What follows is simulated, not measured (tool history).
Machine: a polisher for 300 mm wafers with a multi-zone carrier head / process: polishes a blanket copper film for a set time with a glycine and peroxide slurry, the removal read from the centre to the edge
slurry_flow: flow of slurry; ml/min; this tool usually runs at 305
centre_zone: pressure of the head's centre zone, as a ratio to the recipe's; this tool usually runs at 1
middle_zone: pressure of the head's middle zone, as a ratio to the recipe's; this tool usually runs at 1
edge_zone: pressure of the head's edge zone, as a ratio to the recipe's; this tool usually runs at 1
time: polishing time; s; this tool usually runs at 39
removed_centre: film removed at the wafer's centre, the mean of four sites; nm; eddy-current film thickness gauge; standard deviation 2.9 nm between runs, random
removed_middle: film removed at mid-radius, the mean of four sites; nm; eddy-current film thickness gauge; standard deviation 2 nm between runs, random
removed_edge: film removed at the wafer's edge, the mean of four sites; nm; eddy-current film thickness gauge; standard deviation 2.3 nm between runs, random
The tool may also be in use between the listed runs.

run,day,slurry_flow,centre_zone,middle_zone,edge_zone,time,"incoming thickness of the incoming film, nm",removed_centre,removed_middle,removed_edge
1,0,260,1,1,1,39,1538.2,203.7,195,193.6
2,1.15,305,1,1,0.92,39,1541.5,199.4,193.6,185.1
3,4.038,305,1,1,0.92,39,1528.2,197.8,188.5,177.3
# day 4.529: edge zone pressure recalibrated
4,5.179,305,1,1,0.92,39,1526.9,193.4,188.7,178.3
5,6.433,360,1,1.04,1,39,1520.8,199.1,197,187.4
6,9.096,360,1,1.04,1,39,1528.7,202.6,191.7,187.5
7,11.117,265,1,1,1.08,39,1532.2,196.1,182.8,187.1
# day 13.858: slurry nozzle cleaned
# day 14.438: worn pad replaced by a new one
8,16.854,305,1,1,1,50,1522.9,271.4,248.2,244.6
# day 18.85: edge zone pressure recalibrated
9,19.058,305,1,1,1,39,1528.8,211.7,189.2,188.8
# day 21.196: centre zone pressure recalibrated
10,22,305,1,1,1,39,1522.6,187.8,187,187.1
11,23.012,305,1,1,1,39,1525.5,188.3,184.3,186.8
12,25.642,305,0.91,1,1,29,1549.6,125.5,138.3,137.2
13,27.138,245,1,1,1,39,1530.6,176.6,177.1,181
# day 28.167: worn pad replaced by a new one
# day 29.65: slurry nozzle cleaned
14,29.946,305,1,1,1,39,1547,201.2,196.3,194.9
15,31.154,365,0.92,0.9,1,50,1545.2,237.9,231.3,243.8
16,33.054,205,0.9,1.09,1,43,1528,183.7,213.6,196.9
# day 34.888: edge zone pressure recalibrated
# day 35.646: carrier head's membrane replaced by a new one
17,35.667,305,1,1,0.89,26,1544.3,125.9,122.6,115.7
18,38.329,385,1,1,0.95,47,1513.5,232.2,228.4,219.6
19,40.417,305,1,1.1,1,35,1509.2,173.7,179.1,160.7
# day 41.054: worn pad replaced by a new one
20,42.142,305,1,1,1,44,1531.9,230,220.1,219.5
21,44.912,305,1,1,1,39,1520.6,198.1,188,186.8
22,47.883,305,1.1,1,1,39,1530.9,218.5,187,186.1
# day 48.988: slurry nozzle cleaned
23,50.246,335,0.94,1,1,39,1499.5,189.5,186.6,185.1

What if the next run were any one of these 3? Each begins from the tool's condition after run 23:
A,50.262,305,1,1,0.94,39,1526.4,?,?,?
B,50.262,305,1.11,1,0.92,39,1526.4,?,?,?
C,50.262,305,1.06,1,1,39,1526.4,?,?,?

run,removed_centre,removed_middle,removed_edge
A,195.8,186.9,179.9
B,217.4,186.8,178.1
C,207.6,186.9,185.3
With no hidden state in the tool, these same runs would have given:
run,removed_centre,removed_middle,removed_edge
A,203.7,205.3,197.6
B,226.3,205.2,195.6
C,216,205.2,203.5

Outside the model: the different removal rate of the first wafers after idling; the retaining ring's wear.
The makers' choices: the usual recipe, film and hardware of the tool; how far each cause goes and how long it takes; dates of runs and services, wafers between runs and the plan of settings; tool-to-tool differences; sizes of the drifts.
